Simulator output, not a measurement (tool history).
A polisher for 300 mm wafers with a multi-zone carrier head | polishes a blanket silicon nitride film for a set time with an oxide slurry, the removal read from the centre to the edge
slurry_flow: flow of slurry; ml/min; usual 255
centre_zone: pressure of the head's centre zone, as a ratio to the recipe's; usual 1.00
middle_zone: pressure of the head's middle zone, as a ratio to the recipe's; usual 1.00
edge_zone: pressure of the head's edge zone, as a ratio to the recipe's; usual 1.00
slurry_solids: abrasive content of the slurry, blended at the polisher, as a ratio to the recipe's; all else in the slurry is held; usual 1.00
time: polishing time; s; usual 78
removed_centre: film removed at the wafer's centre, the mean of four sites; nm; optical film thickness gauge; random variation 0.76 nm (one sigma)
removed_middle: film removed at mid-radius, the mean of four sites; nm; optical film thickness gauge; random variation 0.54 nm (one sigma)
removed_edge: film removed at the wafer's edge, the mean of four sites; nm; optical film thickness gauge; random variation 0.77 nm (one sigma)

run,hour,slurry_flow,centre_zone,middle_zone,edge_zone,slurry_solids,time,"incoming thickness of the incoming film, nm",removed_centre,removed_middle,removed_edge
1,0.0,255,1.00,1.00,1.00,1.00,78,395.5,52.6,51.3,52.4
2,39.0,290,1.00,1.00,1.00,1.00,78,388.0,51.1,50.7,51.1
# hour 57.7: worn pad replaced by a new one
3,80.8,290,1.00,1.00,1.00,1.00,78,387.3,59.6,59.0,60.4
4,119.0,290,1.00,1.00,1.00,1.00,78,390.9,57.9,57.6,60.2
5,230.3,255,1.00,1.00,1.00,1.15,78,394.7,58.2,58.3,57.8
# hour 403.4: slurry nozzle cleaned
6,409.4,255,1.00,0.91,1.00,1.00,78,389.6,52.5,48.9,53.4
7,457.1,255,1.00,0.91,1.00,1.00,78,394.1,51.3,47.2,51.8
# hour 478.0: worn pad replaced by a new one
# hour 527.0: edge zone pressure recalibrated
8,563.9,320,1.00,1.00,1.07,1.00,78,388.7,60.0,58.6,60.4
9,671.2,175,1.04,1.00,1.00,1.00,94,396.5,66.3,62.1,64.4
10,734.8,255,1.00,1.00,1.10,1.00,65,391.8,43.6,44.1,45.4
# hour 762.4: carrier head's membrane replaced by a new one
# hour 812.3: slurry nozzle cleaned
11,836.8,180,1.00,1.00,1.06,0.90,78,394.1,48.7,48.9,50.9
# hour 853.5: worn pad replaced by a new one
# hour 901.5: centre zone pressure recalibrated
12,907.6,255,1.00,1.00,1.00,1.00,78,391.2,59.1,58.6,58.3
13,998.9,255,0.95,1.08,1.00,1.00,78,387.5,54.4,58.0,58.4
14,1036.8,255,1.00,1.00,1.00,1.00,66,390.3,47.2,46.8,47.7
15,1135.2,255,1.04,0.96,1.03,1.00,78,392.5,55.2,51.4,53.5
# hour 1210.4: slurry nozzle cleaned
16,1210.9,335,1.00,1.11,1.06,1.20,78,384.5,60.4,63.5,60.6
# hour 1260.1: worn pad replaced by a new one
17,1287.8,180,1.00,1.00,1.00,1.10,57,388.2,44.3,43.5,44.9
18,1370.1,255,1.00,1.11,1.00,1.00,56,382.7,40.4,43.9,41.5
19,1432.1,255,1.00,1.00,1.00,1.00,78,394.2,56.5,55.0,56.7
20,1522.7,255,1.11,1.00,0.90,1.00,78,382.9,59.6,53.2,52.7
# hour 1580.1: carrier head's membrane replaced by a new one
21,1603.0,255,1.00,1.00,1.00,1.00,78,389.7,49.8,51.0,52.6
# hour 1667.8: worn pad replaced by a new one
# hour 1685.6: slurry nozzle cleaned
22,1693.6,290,1.00,1.08,1.00,0.75,78,390.4,51.7,54.2,51.1

3 ways to go on from here, each from the tool as it stands after run 22. What would each give?
A,1694.0,255,1.00,1.00,1.00,1.00,78,396.5,?,?,?
B,1694.0,255,1.00,1.00,0.94,1.20,78,396.5,?,?,?
C,1694.0,255,1.00,1.00,1.00,1.00,95,396.5,?,?,?

run,removed_centre,removed_middle,removed_edge
A,59.3,59.4,60.0
B,64.1,64.3,63.7
C,72.2,72.4,73.1
Without the tool's hidden state the same runs would have given:
run,removed_centre,removed_middle,removed_edge
A,62.2,62.3,62.8
B,67.3,67.4,66.7
C,75.7,75.9,76.5
